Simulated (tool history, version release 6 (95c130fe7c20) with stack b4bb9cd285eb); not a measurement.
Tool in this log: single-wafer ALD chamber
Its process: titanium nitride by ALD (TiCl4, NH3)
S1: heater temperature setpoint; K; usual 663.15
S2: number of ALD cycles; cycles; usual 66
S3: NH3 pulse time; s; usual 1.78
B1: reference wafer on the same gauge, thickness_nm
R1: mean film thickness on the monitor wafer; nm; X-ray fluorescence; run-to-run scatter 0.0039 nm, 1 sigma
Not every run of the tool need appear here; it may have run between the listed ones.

| run | hour | S1 | S2 | S3 | B1 | R1 |
|---|---|---|---|---|---|---|
| 1 | 0 | 663.15 | 66 | 1.45 | 1.787 | 1.569 |
| 2 | 7.8 | 663.15 | 66 | 1.45 | 1.788 | 1.565 |
| 3 | 14.3 | 663.15 | 66 | 1.78 | 1.788 | 1.579 |
| 4 | 24.9 | 663.15 | 66 | 1.78 | 1.787 | 1.58 |
| 5 | 40 | 663.15 | 66 | 1.78 | 1.788 | 1.572 |
| 6 | 46.9 | 663.15 | 66 | 1.78 | 1.791 | 1.581 |
| 7 | 64.3 | 667.15 | 66 | 1.78 | 1.791 | 1.594 |
| 8 | 82 | 667.15 | 66 | 1.78 | 1.793 | 1.583 |
| 9 | 88.8 | 663.15 | 66 | 1.78 | 1.791 | 1.582 |
| 10 | 96.1 | 663.15 | 66 | 1.78 | 1.793 | 1.594 |
| 11 | 108.2 | 663.15 | 66 | 1.78 | 1.792 | 1.584 |
| 12 | 118.3 | 663.15 | 66 | 2.24 | 1.792 | 1.607 |
| 13 | 132.9 | 663.15 | 66 | 2.24 | 1.795 | 1.607 |
| 14 | 139.9 | 663.15 | 66 | 2.24 | 1.793 | 1.597 |
| 15 | 156.6 | 663.15 | 66 | 1.78 | 1.796 | 1.584 |
| 16 | 165.6 | 663.15 | 66 | 1.78 | 1.796 | 1.593 |
| 17 | 182 | 663.15 | 66 | 1.78 | 1.798 | 1.593 |
| 18 | 190.6 | 675.15 | 61 | 2.32 | 1.798 | 1.501 |
| 19 | 198.3 | 663.15 | 66 | 1.78 | 1.799 | 1.592 |
| 20 | 210.8 | 663.15 | 73 | 1.18 | 1.798 | 1.727 |
| 21 | 223.9 | 649.15 | 55 | 1.52 | 1.8 | 1.293 |
| 22 | 235.1 | 658.15 | 76 | 2.39 | 1.8 | 1.846 |
| 23 | 253 | 652.15 | 66 | 2.24 | 1.803 | 1.593 |
| 24 | 263.3 | 663.15 | 66 | 1.78 | 1.804 | 1.599 |
| 25 | 270.5 | 675.15 | 66 | 2.47 | 1.804 | 1.627 |
| 26 | 278.4 | 663.15 | 66 | 2.24 | 1.804 | 1.608 |
|  | 287.3 | gauge calibrated |
|  | 288.7 | showerhead replaced |
| 27 | 289.2 | 657.15 | 59 | 2.19 | 1.774 | 1.411 |
| 28 | 291.7 | 663.15 | 66 | 1.78 | 1.777 | 1.57 |
|  | 309.3 | thermocouple changed; heater temperature recalibrated |
| 29 | 309.8 | 663.15 | 66 | 1.78 | 1.777 | 1.573 |
| 30 | 314.4 | 663.15 | 66 | 1.78 | 1.775 | 1.566 |
| 31 | 320.6 | 672.15 | 77 | 1.38 | 1.778 | 1.831 |
| 32 | 353.9 | 663.15 | 60 | 1.78 | 1.775 | 1.425 |
| 33 | 368.3 | 663.15 | 66 | 1.78 | 1.776 | 1.571 |
| 34 | 380.7 | 663.15 | 66 | 1.39 | 1.776 | 1.551 |
| 35 | 434.4 | 663.15 | 57 | 1.78 | 1.775 | 1.35 |
| 36 | 445.7 | 663.15 | 66 | 2.14 | 1.778 | 1.589 |
| 37 | 498.6 | 663.15 | 74 | 1.78 | 1.778 | 1.766 |
| 38 | 536.3 | 663.15 | 54 | 1.78 | 1.779 | 1.284 |
| 39 | 544.4 | 675.15 | 62 | 1.78 | 1.777 | 1.488 |

Branching from run 39: 5 alternative next runs. What would each branch give?
| A | 544.9 | 663.15 | 66 | 1.78 | ? | ? |
| B | 544.9 | 669.15 | 77 | 2.24 | ? | ? |
| C | 544.9 | 650.15 | 54 | 1.78 | ? | ? |
| D | 544.9 | 659.15 | 72 | 2.31 | ? | ? |
| E | 544.9 | 653.15 | 62 | 2.16 | ? | ? |

| run | B1 | R1 |
|---|---|---|
| A | 1.778 | 1.575 |
| B | 1.778 | 1.863 |
| C | 1.778 | 1.273 |
| D | 1.778 | 1.731 |
| E | 1.778 | 1.479 |
With no hidden state in the tool, these same runs would have given:
| run | R1 |
|---|---|
| A | 1.576 |
| B | 1.865 |
| C | 1.273 |
| D | 1.732 |
| E | 1.48 |
